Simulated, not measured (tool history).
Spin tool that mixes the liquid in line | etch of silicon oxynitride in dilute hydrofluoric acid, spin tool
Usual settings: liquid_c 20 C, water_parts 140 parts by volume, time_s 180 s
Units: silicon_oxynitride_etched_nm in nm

run	day	liquid_c	water_parts	time_s	read-back film thickness of the silicon oxynitride reference wafer, read on the same gauge (nm)	silicon_oxynitride_etched_nm
1	0	23	140	180	79.998	3.113
2	1.167	23	140	180	80.012	3.183
3	3.617	23	140	180	80.011	3.272
4	6.088	20	140	180	80.006	2.786
5	9.012	20	140	180	79.976	2.856
6	11.242	20	140	180	80.001	2.856
7	12.646	20	90	180	80.014	4.585
# day 13.171: gauge calibrated
8	14.371	20	140	180	80.002	2.877
9	15.729	20	140	180	80.006	2.9
# day 16.042: hydrofluoric acid flow meter replaced
10	17.783	20	140	180	80.004	2.562

The next listed run, before its measurement:
11	18.938	20	105	150	?	?

{"run 11": {"read-back film thickness of the silicon oxynitride reference wafer, read on the same gauge (nm)": 79.995, "silicon_oxynitride_etched_nm": 2.967}}
Without the tool's hidden state the same run would have given silicon_oxynitride_etched_nm 2.911 nm.
